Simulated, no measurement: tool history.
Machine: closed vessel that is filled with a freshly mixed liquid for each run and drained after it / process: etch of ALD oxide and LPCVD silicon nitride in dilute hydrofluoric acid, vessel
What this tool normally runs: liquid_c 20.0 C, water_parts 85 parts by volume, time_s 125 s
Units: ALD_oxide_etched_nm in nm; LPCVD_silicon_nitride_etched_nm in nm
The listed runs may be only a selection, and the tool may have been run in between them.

run	hour	liquid_c	water_parts	time_s	read-back film thickness of the ALD oxide reference wafer, read on the same gauge (nm)	read-back film thickness of the LPCVD silicon nitride reference wafer, read on the same gauge (nm)	ALD_oxide_etched_nm	LPCVD_silicon_nitride_etched_nm
1	0.0	20.0	85	125	50.01	29.989	39.90	0.646
2	25.1	20.0	95	90	50.01	29.993	25.96	0.387
3	43.0	20.0	95	90	49.98	30.007	25.90	0.381
# hour 45.3: thermometer replaced
4	53.3	20.0	85	125	50.02	30.010	42.95	0.678
5	59.7	20.0	85	125	50.01	30.004	43.04	0.659
6	71.9	22.5	60	70	50.01	29.988	38.82	0.642
7	87.7	20.0	85	95	50.00	30.022	32.44	0.478
8	99.3	17.0	95	125	50.00	29.994	33.47	0.522
9	110.6	20.0	85	125	49.99	30.019	43.32	0.704
# hour 113.6: thermometer replaced, repeated, since the last time left the tool worse
10	121.8	20.0	85	125	49.99	29.999	38.32	0.566
# hour 128.0: hydrofluoric acid flow meter replaced
11	135.5	20.0	85	125	49.98	29.989	37.55	0.514
12	152.3	20.0	85	125	50.01	30.003	38.20	0.545
13	162.7	20.0	85	155	50.00	29.956	47.22	0.692
14	179.4	20.0	85	125	49.99	30.014	37.73	0.549
15	190.1	20.0	85	125	50.00	29.966	37.95	0.604
16	203.7	23.5	100	125	50.01	29.986	36.58	0.601
17	219.1	17.0	95	125	49.99	29.978	29.84	0.401
18	236.3	23.5	85	125	50.02	30.012	45.04	0.739
19	243.0	25.0	100	200	50.01	29.973	62.83	1.027
20	251.3	17.0	45	125	50.02	30.020	66.03	0.900
21	260.4	17.0	85	190	50.01	30.010	51.73	0.680
22	271.8	20.0	85	70	50.00	30.026	21.49	0.321
23	277.9	20.0	85	125	49.98	29.992	38.86	0.558
24	291.9	17.0	50	65	50.00	29.985	31.18	0.378
25	303.1	21.5	55	65	50.00	30.020	34.41	0.540
26	315.8	17.0	85	90	49.99	30.001	24.81	0.327

Consider 4 possible next runs. They are alternatives, not a sequence: every one starts from the tool as it was left by run 26. What does each give?
A	316.5	20.0	85	125	?	?	?	?
B	316.5	18.0	100	105	?	?	?	?
C	316.5	20.0	50	125	?	?	?	?
D	316.5	20.0	105	125	?	?	?	?

run	read-back film thickness of the ALD oxide reference wafer, read on the same gauge (nm)	read-back film thickness of the LPCVD silicon nitride reference wafer, read on the same gauge (nm)	ALD_oxide_etched_nm	LPCVD_silicon_nitride_etched_nm
A	50.01	29.990	38.34	0.551
B	50.01	29.990	24.78	0.345
C	50.01	29.990	67.95	0.926
D	50.01	29.990	30.34	0.449
Stripped of hidden state, with their random variation kept, the same runs would have yielded:
run	ALD_oxide_etched_nm	LPCVD_silicon_nitride_etched_nm
A	37.46	0.531
B	24.21	0.332
C	66.36	0.890
D	29.65	0.432

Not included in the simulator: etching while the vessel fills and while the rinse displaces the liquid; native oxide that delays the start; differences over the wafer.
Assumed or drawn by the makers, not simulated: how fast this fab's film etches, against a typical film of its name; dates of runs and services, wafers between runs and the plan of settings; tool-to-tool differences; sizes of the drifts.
